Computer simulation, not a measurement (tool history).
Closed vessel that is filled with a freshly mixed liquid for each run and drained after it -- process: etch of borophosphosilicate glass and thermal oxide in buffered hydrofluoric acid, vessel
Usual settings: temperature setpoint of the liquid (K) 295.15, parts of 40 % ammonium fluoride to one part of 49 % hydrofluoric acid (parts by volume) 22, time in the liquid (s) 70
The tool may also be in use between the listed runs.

run,day,temperature setpoint of the liquid (K),parts of 40 % ammonium fluoride to one part of 49 % hydrofluoric acid (parts by volume),time in the liquid (s),wafers since the last listed run,hours since the thermometer was replaced,hours since the hydrofluoric acid flow meter was replaced,hours since the gauge calibration,"read-back film thickness of the borophosphosilicate glass reference wafer, read on the same gauge (nm)","read-back film thickness of the thermal oxide reference wafer, read on the same gauge (nm)",thickness taken off the borophosphosilicate glass on a monitor wafer (Å),thickness taken off the thermal oxide on a monitor wafer (Å)
1,0,295.15,22,70,0,1302.7,1059.3,275.4,60.01,79.97,429.6,342.3
2,0.904,295.15,22,60,1854,1324.4,1081,297.1,60.01,80.01,367,292.6
3,1.696,295.15,22,60,1623,1343.4,1100,316.1,60.04,79.97,373.6,293.1
4,2.712,295.15,22,70,2085,1367.8,1124.4,340.5,59.98,80.02,432.8,343.7
5,4.121,295.15,22,70,2888,1401.6,1158.2,374.3,59.99,79.98,434.8,344.4
# day 4.488: gauge calibrated
6,5.05,295.15,22,70,1905,1423.9,1180.5,13.5,60.01,79.98,436.9,345.4
7,5.754,298.65,22,70,1444,1440.8,1197.4,30.4,60,80.01,527.5,419.8
8,6.85,298.65,22,70,2247,1467.1,1223.7,56.7,60.02,80.01,527,417.8
9,7.95,295.15,22,70,2256,1493.5,1250.1,83.1,60,79.99,436.4,349
# day 8.55: hydrofluoric acid flow meter replaced
10,9.4,295.15,22,70,2888,1528.3,20.4,117.9,59.97,79.99,440.8,351.5
11,10.896,295.15,22,45,3068,1564.2,56.3,153.8,59.99,79.97,280.6,223.5
12,12.271,295.15,22,50,2820,1597.2,89.3,186.8,60.01,80.01,315.5,250.4
13,12.779,298.65,22,70,1042,1609.4,101.5,199,60,80.01,535.6,426
14,13.438,295.15,22,70,1350,1625.2,117.3,214.8,60,80,440.4,349.6
15,14.571,295.15,22,40,2324,1652.4,144.5,242,60,79.97,247.8,199.8
16,15.479,295.15,22,110,1863,1674.2,166.3,263.8,60.01,79.95,695.1,548
17,16.262,295.15,27.5,70,1606,1693,185.1,282.6,60.03,79.99,378.1,301.1
18,16.8,293.65,27.5,70,1102,1705.9,198,295.5,59.98,79.99,349,279.7
19,17.558,297.15,26,110,1555,1724.1,216.2,313.7,60,80.02,694.4,546.2
# day 18.108: thermometer replaced
20,18.15,295.15,22,70,1128,1,230.4,327.9,60,80.04,398.9,315.5
21,18.783,295.15,22,70,1299,16.2,245.6,343.1,59.99,80.02,400.8,322.2
# day 19.083: gauge calibrated
22,20.121,295.15,22,110,2743,48.3,277.7,24.9,59.97,79.99,627.6,503.9
23,21.233,296.65,22,70,2281,75,304.4,51.6,59.97,80.04,433,347.7
24,22.208,295.15,22,70,1999,98.4,327.8,75,60.02,79.97,396.6,317.7
25,23.346,292.65,22,70,2333,125.7,355.1,102.3,60,80.01,352.3,281.3
26,24.817,295.15,24.5,70,3016,161,390.4,137.6,60.04,80,370.4,298

For each run, the measured value with the value that run would have given without the tool's hidden condition subtracted. The run-to-run variation is shared by both, the gauge scatter possibly not:
Hidden state present: liquid hotter than its thermometer reads (K); hydrofluoric acid flow above the setpoint (%); gauge reads high (%).
run,thickness taken off the borophosphosilicate glass on a monitor wafer (Å),thickness taken off the thermal oxide on a monitor wafer (Å)
1,+34.5,+27.8
2,+29.8,+24
3,+30.9,+24.5
4,+36.4,+29.3
5,+37.2,+29.8
6,+38.1,+30.4
7,+45.7,+36.6
8,+46.3,+37.1
9,+39.8,+32.2
10,+41.1,+33
11,+26.7,+21.5
12,+30.6,+24.5
13,+51.5,+41.3
14,+43.4,+34.8
15,+24.9,+20.3
16,+70.5,+56.2
17,+38.9,+31.2
18,+36.5,+29.6
19,+71.9,+57
20,+5,+4
21,+5.4,+4.4
22,+9.6,+7.7
23,+7.5,+6.1
24,+7.4,+5.9
25,+7.2,+5.8
26,+8.5,+6.9
